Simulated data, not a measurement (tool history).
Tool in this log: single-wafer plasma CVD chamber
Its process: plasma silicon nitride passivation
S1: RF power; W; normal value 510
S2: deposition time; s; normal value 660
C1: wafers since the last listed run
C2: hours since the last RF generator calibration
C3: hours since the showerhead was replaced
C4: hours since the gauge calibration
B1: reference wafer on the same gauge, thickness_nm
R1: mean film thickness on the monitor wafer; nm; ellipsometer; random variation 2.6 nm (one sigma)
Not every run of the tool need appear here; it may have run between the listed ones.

run 1 hour=0 | S1=510 S2=660 | C1=0 C2=2041.4 C3=5658.2 C4=281.5 | B1=989.071 | R1=1015.396
run 2 hour=34.3 | S1=510 S2=660 | C1=120 C2=2075.7 C3=5692.5 C4=315.8 | B1=990.338 | R1=1017.57
run 3 hour=67.1 | S1=510 S2=660 | C1=115 C2=2108.5 C3=5725.3 C4=348.6 | B1=988.762 | R1=1012.079
run 4 hour=205.8 | S1=510 S2=660 | C1=488 C2=2247.2 C3=5864 C4=487.3 | B1=990.64 | R1=1009.539
-- hour=375 RF generator calibrated
run 5 hour=406.5 | S1=510 S2=660 | C1=678 C2=31.5 C3=6064.7 C4=688 | B1=990.186 | R1=1044.173
run 6 hour=466.6 | S1=510 S2=660 | C1=211 C2=91.6 C3=6124.8 C4=748.1 | B1=990.38 | R1=1035.708
run 7 hour=493.9 | S1=510 S2=660 | C1=96 C2=118.9 C3=6152.1 C4=775.4 | B1=989.217 | R1=1037.738
run 8 hour=524.4 | S1=510 S2=660 | C1=107 C2=149.4 C3=6182.6 C4=805.9 | B1=990.978 | R1=1036.744
-- hour=659.6 gauge calibrated
run 9 hour=663.6 | S1=465 S2=599 | C1=490 C2=288.6 C3=6321.8 C4=4 | B1=990.645 | R1=915.941
-- hour=703.4 showerhead replaced
run 10 hour=703.9 | S1=510 S2=660 | C1=113 C2=328.9 C3=0.5 C4=44.3 | B1=989.606 | R1=1038.867
run 11 hour=750.3 | S1=455 S2=620 | C1=163 C2=375.3 C3=46.9 C4=90.7 | B1=990.082 | R1=935.08
run 12 hour=800.2 | S1=535 S2=694 | C1=175 C2=425.2 C3=96.8 C4=140.6 | B1=989.716 | R1=1106.923

Run 13 comes next. What will it give?
run 13 hour=846.9 | S1=565 S2=720 | C1=164 C2=471.9 C3=143.5 C4=187.3 | B1=? | R1=?

{"run 13": {"B1": 989.466, "R1": 1167.488}}
If the tool had no hidden condition, the same run with the same run-to-run variation would have returned R1 1173.582 nm.
